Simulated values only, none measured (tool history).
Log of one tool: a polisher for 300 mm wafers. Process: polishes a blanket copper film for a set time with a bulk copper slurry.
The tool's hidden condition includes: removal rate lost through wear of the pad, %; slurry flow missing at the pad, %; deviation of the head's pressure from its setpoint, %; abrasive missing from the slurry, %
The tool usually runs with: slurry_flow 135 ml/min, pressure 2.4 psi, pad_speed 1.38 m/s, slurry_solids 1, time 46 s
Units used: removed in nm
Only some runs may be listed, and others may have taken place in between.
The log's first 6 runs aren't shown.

run,hour,slurry_flow,pressure,pad_speed,slurry_solids,time,wafers since the last listed run,wafers polished on this pad,hours since the slurry nozzle was cleaned,hours since the head pressure was calibrated,hours since the slurry blender was calibrated,"incoming thickness of the incoming film, nm",removed
7,134.2,135,2.4,1.38,1,46,203,1594,588.2,1042.2,280.4,1906.6,569.9
# hour 138.4: worn pad replaced by a new one
8,145.4,135,2.4,1.38,1,46,98,95,599.4,1053.4,291.6,1885.4,583.5
9,151.7,135,2.4,1.62,1,46,86,181,605.7,1059.7,297.9,1926.2,633.9
10,168.6,135,2.4,1.62,1,46,230,412,622.6,1076.6,314.8,1882,636.6
11,178.8,135,2.4,1.38,1,46,139,551,632.8,1086.8,325,1897.3,560.5
12,190.8,135,2.4,1.38,1,46,163,715,644.8,1098.8,337,1893.2,568.3
# hour 197.6: slurry nozzle cleaned
13,205.1,135,2.4,1,1,46,181,896,7.5,1113.1,351.3,1909.4,442.7
# hour 211: head pressure recalibrated
14,212.2,180,2.4,1.38,0.75,46,69,966,14.6,1.2,358.4,1880.2,544.5
# hour 230.2: worn pad replaced by a new one
15,230.7,135,1.9,1.68,1.1,31,197,6,33.1,19.7,376.9,1946.2,348.5
16,242.5,135,2.4,1.38,0.85,46,161,167,44.9,31.5,388.7,1908.9,522.4
17,253.7,135,2.1,1.62,1,46,152,320,56.1,42.7,399.9,1895.9,538.9
# hour 264.4: slurry blender recalibrated
18,264.9,175,1.9,1.38,0.75,46,125,445,67.3,53.9,0.5,1927.8,444.5
19,278.6,135,2.4,1.38,1,46,187,632,81,67.6,14.2,1953.2,594.8
20,287.7,135,2.8,1.38,1,46,124,757,90.1,76.7,23.3,1899.9,686.1
21,294.6,135,2.1,1.38,1,40,94,851,97,83.6,30.2,1893,445.8
22,311.7,170,2.9,1.62,1,46,233,1084,114.1,100.7,47.3,1889.5,849.7
23,318.6,135,3.1,1.38,1.25,51,94,1179,121,107.6,54.2,1951.7,883.1
# hour 329.9: worn pad replaced by a new one
24,330.4,135,2.8,1.38,1,46,106,6,132.8,119.4,66,1915.6,686.5
25,339.4,135,2.1,1.38,1,40,122,129,141.8,128.4,75,1909.8,441.5
26,350.7,135,2.4,1.38,1,34,154,284,153.1,139.7,86.3,1873.1,436.3
27,364.1,135,2.4,1.38,1,46,182,467,166.5,153.1,99.7,1911.9,584.1
28,378.1,135,2.4,1.38,0.7,46,191,658,180.5,167.1,113.7,1929.7,515
29,394.5,135,2.4,0.94,1,46,223,882,196.9,183.5,130.1,1913.9,446.2
30,410.9,135,2.4,1.66,1,39,223,1106,213.3,199.9,146.5,1937.6,578.3
31,419.9,135,1.9,1.7,0.85,32,122,1228,222.3,208.9,155.5,1937.7,358.1

Branching from run 31: 3 alternative next runs. What would each branch give?
A,420.3,135,2.9,1.38,1,46,5,1234,222.7,209.3,155.9,1882.9,?
B,420.3,180,2.4,1.38,0.9,46,5,1234,222.7,209.3,155.9,1882.9,?
C,420.3,160,2.4,1.38,1,39,5,1234,222.7,209.3,155.9,1882.9,?

run,removed
A,702.3
B,594.2
C,509
With the hidden condition removed and each run's random variation left untouched, the same runs would have given:
run,removed
A,716.7
B,606.2
C,519.3
